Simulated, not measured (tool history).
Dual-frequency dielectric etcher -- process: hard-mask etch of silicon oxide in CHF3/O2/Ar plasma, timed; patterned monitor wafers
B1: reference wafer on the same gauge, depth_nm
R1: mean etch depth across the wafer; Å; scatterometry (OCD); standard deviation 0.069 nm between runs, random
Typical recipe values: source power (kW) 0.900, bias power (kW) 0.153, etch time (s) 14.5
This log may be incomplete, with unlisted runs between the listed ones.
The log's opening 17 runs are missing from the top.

{"hour": 467.5, "done": "gauge calibrated"}
{"run": 18, "hour": 496.4, "source power (kW)": 1.12, "bias power (kW)": 0.153, "etch time (s)": 14.5, "B1": 29.3, "R1": 318.3}
{"run": 19, "hour": 518.0, "source power (kW)": 1.09, "bias power (kW)": 0.137, "etch time (s)": 18.5, "B1": 29.29, "R1": 385.9}
{"run": 20, "hour": 553.3, "source power (kW)": 0.9, "bias power (kW)": 0.153, "etch time (s)": 14.5, "B1": 29.3, "R1": 292.1}
{"run": 21, "hour": 571.4, "source power (kW)": 0.9, "bias power (kW)": 0.153, "etch time (s)": 14.5, "B1": 29.31, "R1": 293.3}
{"run": 22, "hour": 606.7, "source power (kW)": 0.82, "bias power (kW)": 0.153, "etch time (s)": 15.5, "B1": 29.31, "R1": 302.0}
{"run": 23, "hour": 636.6, "source power (kW)": 0.97, "bias power (kW)": 0.136, "etch time (s)": 11.5, "B1": 29.3, "R1": 229.9}
{"run": 24, "hour": 657.4, "source power (kW)": 0.9, "bias power (kW)": 0.153, "etch time (s)": 11.5, "B1": 29.29, "R1": 232.5}
{"hour": 714.6, "done": "wet clean of the chamber"}
{"run": 25, "hour": 715.1, "source power (kW)": 0.97, "bias power (kW)": 0.136, "etch time (s)": 11.5, "B1": 29.29, "R1": 224.5}
{"run": 26, "hour": 725.4, "source power (kW)": 1.04, "bias power (kW)": 0.127, "etch time (s)": 11.5, "B1": 29.29, "R1": 226.9}
{"run": 27, "hour": 739.1, "source power (kW)": 0.84, "bias power (kW)": 0.138, "etch time (s)": 12.0, "B1": 29.29, "R1": 222.3}

Run 28 is up next; what results do you expect?
{"run": 28, "hour": 757.0, "source power (kW)": 0.71, "bias power (kW)": 0.153, "etch time (s)": 11.5, "B1": "?", "R1": "?"}

B1: 29.30
R1: 208.4 Å
If the tool had no hidden condition, the same run with the same run-to-run variation would have returned R1 207.3 Å.
